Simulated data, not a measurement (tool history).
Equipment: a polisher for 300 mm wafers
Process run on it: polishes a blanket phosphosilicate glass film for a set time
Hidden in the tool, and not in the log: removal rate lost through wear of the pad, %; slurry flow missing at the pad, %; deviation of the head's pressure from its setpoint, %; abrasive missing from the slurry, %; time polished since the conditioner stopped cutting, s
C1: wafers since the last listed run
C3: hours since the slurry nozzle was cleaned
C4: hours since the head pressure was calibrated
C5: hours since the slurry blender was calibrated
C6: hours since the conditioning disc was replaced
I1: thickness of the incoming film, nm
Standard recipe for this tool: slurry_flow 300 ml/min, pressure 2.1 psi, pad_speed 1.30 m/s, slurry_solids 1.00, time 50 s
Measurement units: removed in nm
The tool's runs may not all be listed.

{"run": 1, "hour": 0.0, "slurry_flow": 300, "pressure": 2.1, "pad_speed": 1.08, "slurry_solids": 0.85, "time": 50, "C1": 0, "wafers polished on this pad": 171, "C3": 353.7, "C4": 462.6, "C5": 80.7, "C6": 149.9, "I1": 2886.1, "removed": 235.7}
{"run": 2, "hour": 61.2, "slurry_flow": 300, "pressure": 2.1, "pad_speed": 1.12, "slurry_solids": 1.0, "time": 50, "C1": 611, "wafers polished on this pad": 783, "C3": 414.9, "C4": 523.8, "C5": 141.9, "C6": 211.1, "I1": 2914.7, "removed": 257.9}
{"run": 3, "hour": 119.5, "slurry_flow": 300, "pressure": 2.1, "pad_speed": 1.12, "slurry_solids": 1.0, "time": 50, "C1": 582, "wafers polished on this pad": 1365, "C3": 473.2, "C4": 582.1, "C5": 200.2, "C6": 269.4, "I1": 2921.2, "removed": 254.2}
{"hour": 160.9, "done": "slurry nozzle cleaned"}
{"run": 4, "hour": 201.7, "slurry_flow": 300, "pressure": 2.1, "pad_speed": 1.12, "slurry_solids": 1.0, "time": 50, "C1": 811, "wafers polished on this pad": 2176, "C3": 40.8, "C4": 664.3, "C5": 282.4, "C6": 351.6, "I1": 2954.5, "removed": 272.5}
{"hour": 245.2, "done": "worn pad replaced by a new one"}
{"hour": 267.8, "done": "slurry blender recalibrated"}
{"run": 5, "hour": 302.3, "slurry_flow": 300, "pressure": 2.1, "pad_speed": 1.3, "slurry_solids": 1.0, "time": 50, "C1": 944, "wafers polished on this pad": 550, "C3": 141.4, "C4": 764.9, "C5": 34.5, "C6": 452.2, "I1": 2916.0, "removed": 294.3}
{"hour": 312.2, "done": "conditioning disc replaced and pad reconditioned"}
{"run": 6, "hour": 347.5, "slurry_flow": 300, "pressure": 2.1, "pad_speed": 1.3, "slurry_solids": 1.0, "time": 50, "C1": 431, "wafers polished on this pad": 981, "C3": 186.6, "C4": 810.1, "C5": 79.7, "C6": 35.3, "I1": 2923.5, "removed": 300.5}
{"run": 7, "hour": 444.0, "slurry_flow": 300, "pressure": 2.1, "pad_speed": 1.3, "slurry_solids": 1.0, "time": 50, "C1": 963, "wafers polished on this pad": 1945, "C3": 283.1, "C4": 906.6, "C5": 176.2, "C6": 131.8, "I1": 2961.3, "removed": 291.4}
{"run": 8, "hour": 491.8, "slurry_flow": 300, "pressure": 2.1, "pad_speed": 1.3, "slurry_solids": 1.0, "time": 50, "C1": 477, "wafers polished on this pad": 2422, "C3": 330.9, "C4": 954.4, "C5": 224.0, "C6": 179.6, "I1": 2893.0, "removed": 296.4}
{"hour": 514.0, "done": "worn pad replaced by a new one"}
{"run": 9, "hour": 566.4, "slurry_flow": 300, "pressure": 2.1, "pad_speed": 1.3, "slurry_solids": 0.95, "time": 50, "C1": 705, "wafers polished on this pad": 523, "C3": 405.5, "C4": 1029.0, "C5": 298.6, "C6": 254.2, "I1": 2906.8, "removed": 285.5}
{"hour": 638.2, "done": "slurry nozzle cleaned"}
{"run": 10, "hour": 642.7, "slurry_flow": 405, "pressure": 2.1, "pad_speed": 1.06, "slurry_solids": 0.9, "time": 50, "C1": 752, "wafers polished on this pad": 1275, "C3": 4.5, "C4": 1105.3, "C5": 374.9, "C6": 330.5, "I1": 2878.8, "removed": 250.9}
{"hour": 652.8, "done": "head pressure recalibrated"}
{"hour": 676.4, "done": "slurry blender recalibrated"}
{"run": 11, "hour": 735.1, "slurry_flow": 300, "pressure": 2.8, "pad_speed": 1.0, "slurry_solids": 0.7, "time": 50, "C1": 882, "wafers polished on this pad": 2158, "C3": 96.9, "C4": 82.3, "C5": 58.7, "C6": 422.9, "I1": 2930.3, "removed": 283.8}

What does the tool deliver on the next run?
{"hour": 750.6, "done": "worn pad replaced by a new one"}
{"run": 12, "hour": 787.0, "slurry_flow": 300, "pressure": 2.1, "pad_speed": 1.3, "slurry_solids": 1.0, "time": 58, "C1": 478, "wafers polished on this pad": 363, "C3": 148.8, "C4": 134.2, "C5": 110.6, "C6": 474.8, "I1": 2914.8, "removed": "?"}

Run 12 gave removed 351.1 nm.
With the hidden condition absent and the run-to-run variation left alone, this run would have shown removed 352.4 nm.

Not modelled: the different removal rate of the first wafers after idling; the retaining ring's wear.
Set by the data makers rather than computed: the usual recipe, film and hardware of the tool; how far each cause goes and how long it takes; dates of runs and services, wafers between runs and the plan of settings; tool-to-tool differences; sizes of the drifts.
